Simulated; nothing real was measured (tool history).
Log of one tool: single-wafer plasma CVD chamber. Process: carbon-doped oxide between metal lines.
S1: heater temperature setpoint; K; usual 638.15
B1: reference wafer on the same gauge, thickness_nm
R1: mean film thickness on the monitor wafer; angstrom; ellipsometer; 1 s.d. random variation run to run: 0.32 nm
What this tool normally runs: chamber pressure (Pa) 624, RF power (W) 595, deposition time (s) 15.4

{"run": 1, "hour": 0.0, "S1": 638.15, "chamber pressure (Pa)": 624, "RF power (W)": 655, "deposition time (s)": 15.4, "B1": 97.369, "R1": 846.15}
{"hour": 9.3, "done": "thermocouple changed; heater temperature recalibrated"}
{"run": 2, "hour": 9.8, "S1": 638.15, "chamber pressure (Pa)": 624, "RF power (W)": 655, "deposition time (s)": 15.4, "B1": 97.364, "R1": 849.03}
{"run": 3, "hour": 14.9, "S1": 638.15, "chamber pressure (Pa)": 624, "RF power (W)": 595, "deposition time (s)": 15.4, "B1": 97.457, "R1": 779.81}
{"hour": 34.1, "done": "capacitance manometer re-zeroed and calibrated"}
{"run": 4, "hour": 34.6, "S1": 638.15, "chamber pressure (Pa)": 624, "RF power (W)": 595, "deposition time (s)": 15.4, "B1": 97.391, "R1": 777.75}
{"run": 5, "hour": 42.4, "S1": 638.15, "chamber pressure (Pa)": 624, "RF power (W)": 595, "deposition time (s)": 15.4, "B1": 97.387, "R1": 777.96}
{"run": 6, "hour": 59.2, "S1": 633.15, "chamber pressure (Pa)": 583, "RF power (W)": 680, "deposition time (s)": 17.1, "B1": 97.358, "R1": 964.85}
{"run": 7, "hour": 74.7, "S1": 624.15, "chamber pressure (Pa)": 555, "RF power (W)": 595, "deposition time (s)": 13.3, "B1": 97.389, "R1": 688.47}
{"hour": 85.7, "done": "gauge calibrated"}
{"run": 8, "hour": 88.7, "S1": 638.15, "chamber pressure (Pa)": 624, "RF power (W)": 485, "deposition time (s)": 15.4, "B1": 97.358, "R1": 628.47}
{"run": 9, "hour": 95.2, "S1": 638.15, "chamber pressure (Pa)": 624, "RF power (W)": 595, "deposition time (s)": 16.5, "B1": 97.385, "R1": 830.43}
{"run": 10, "hour": 110.6, "S1": 646.15, "chamber pressure (Pa)": 624, "RF power (W)": 595, "deposition time (s)": 17.3, "B1": 97.411, "R1": 852.98}
{"run": 11, "hour": 127.9, "S1": 638.15, "chamber pressure (Pa)": 751, "RF power (W)": 650, "deposition time (s)": 17.2, "B1": 97.409, "R1": 956.74}
{"run": 12, "hour": 134.2, "S1": 638.15, "chamber pressure (Pa)": 624, "RF power (W)": 595, "deposition time (s)": 15.4, "B1": 97.405, "R1": 779.07}
{"run": 13, "hour": 150.0, "S1": 638.15, "chamber pressure (Pa)": 499, "RF power (W)": 595, "deposition time (s)": 15.4, "B1": 97.403, "R1": 749.6}
{"run": 14, "hour": 165.3, "S1": 638.15, "chamber pressure (Pa)": 477, "RF power (W)": 595, "deposition time (s)": 18.0, "B1": 97.447, "R1": 865.97}
{"run": 15, "hour": 181.0, "S1": 638.15, "chamber pressure (Pa)": 624, "RF power (W)": 595, "deposition time (s)": 15.4, "B1": 97.407, "R1": 775.01}
{"hour": 225.6, "done": "RF generator calibrated"}
{"run": 16, "hour": 232.5, "S1": 638.15, "chamber pressure (Pa)": 511, "RF power (W)": 595, "deposition time (s)": 15.4, "B1": 97.445, "R1": 812.94}
{"run": 17, "hour": 239.8, "S1": 652.15, "chamber pressure (Pa)": 517, "RF power (W)": 595, "deposition time (s)": 15.4, "B1": 97.352, "R1": 788.73}
{"run": 18, "hour": 254.7, "S1": 638.15, "chamber pressure (Pa)": 624, "RF power (W)": 595, "deposition time (s)": 15.4, "B1": 97.443, "R1": 840.68}
{"run": 19, "hour": 266.7, "S1": 638.15, "chamber pressure (Pa)": 624, "RF power (W)": 595, "deposition time (s)": 15.4, "B1": 97.401, "R1": 838.79}
{"run": 20, "hour": 272.7, "S1": 638.15, "chamber pressure (Pa)": 511, "RF power (W)": 595, "deposition time (s)": 15.4, "B1": 97.337, "R1": 806.74}
{"hour": 295.9, "done": "showerhead replaced"}
{"run": 21, "hour": 296.4, "S1": 638.15, "chamber pressure (Pa)": 679, "RF power (W)": 535, "deposition time (s)": 15.4, "B1": 97.373, "R1": 769.63}
{"run": 22, "hour": 338.0, "S1": 638.15, "chamber pressure (Pa)": 624, "RF power (W)": 595, "deposition time (s)": 15.4, "B1": 97.486, "R1": 836.46}
{"run": 23, "hour": 355.2, "S1": 638.15, "chamber pressure (Pa)": 624, "RF power (W)": 490, "deposition time (s)": 16.7, "B1": 97.456, "R1": 749.95}
{"run": 24, "hour": 365.5, "S1": 643.15, "chamber pressure (Pa)": 683, "RF power (W)": 690, "deposition time (s)": 17.2, "B1": 97.414, "R1": 1052.88}
{"run": 25, "hour": 382.6, "S1": 651.15, "chamber pressure (Pa)": 624, "RF power (W)": 595, "deposition time (s)": 16.9, "B1": 97.369, "R1": 884.95}
{"run": 26, "hour": 393.2, "S1": 638.15, "chamber pressure (Pa)": 624, "RF power (W)": 595, "deposition time (s)": 15.4, "B1": 97.477, "R1": 837.37}
{"hour": 398.1, "done": "gauge calibrated"}
{"run": 27, "hour": 409.4, "S1": 638.15, "chamber pressure (Pa)": 521, "RF power (W)": 595, "deposition time (s)": 13.0, "B1": 97.363, "R1": 684.72}
{"run": 28, "hour": 422.7, "S1": 638.15, "chamber pressure (Pa)": 624, "RF power (W)": 595, "deposition time (s)": 15.4, "B1": 97.403, "R1": 834.73}

What the log doesn't show, run by run:
wafer temperature above the value expected at the setpoint (K): 0 on each run
true pressure above the setpoint (%): 0 on each run
gauge reads high (%): 0 on each run
H1: delivered RF power above the setpoint (%)
run=1 H1=-8.09
run=2 H1=-8.13
run=3 H1=-8.15
run=4 H1=-8.22
run=5 H1=-8.25
run=6 H1=-8.32
run=7 H1=-8.38
run=8 H1=-8.43
run=9 H1=-8.45
run=10 H1=-8.51
run=11 H1=-8.58
run=12 H1=-8.6
run=13 H1=-8.66
run=14 H1=-8.72
run=15 H1=-8.78
run=16 H1=-0.321
run=17 H1=-0.348
run=18 H1=-0.405
run=19 H1=-0.45
run=20 H1=-0.473
run=21 H1=-0.562
run=22 H1=-0.72
run=23 H1=-0.785
run=24 H1=-0.824
run=25 H1=-0.889
run=26 H1=-0.929
run=27 H1=-0.99
run=28 H1=-1.04

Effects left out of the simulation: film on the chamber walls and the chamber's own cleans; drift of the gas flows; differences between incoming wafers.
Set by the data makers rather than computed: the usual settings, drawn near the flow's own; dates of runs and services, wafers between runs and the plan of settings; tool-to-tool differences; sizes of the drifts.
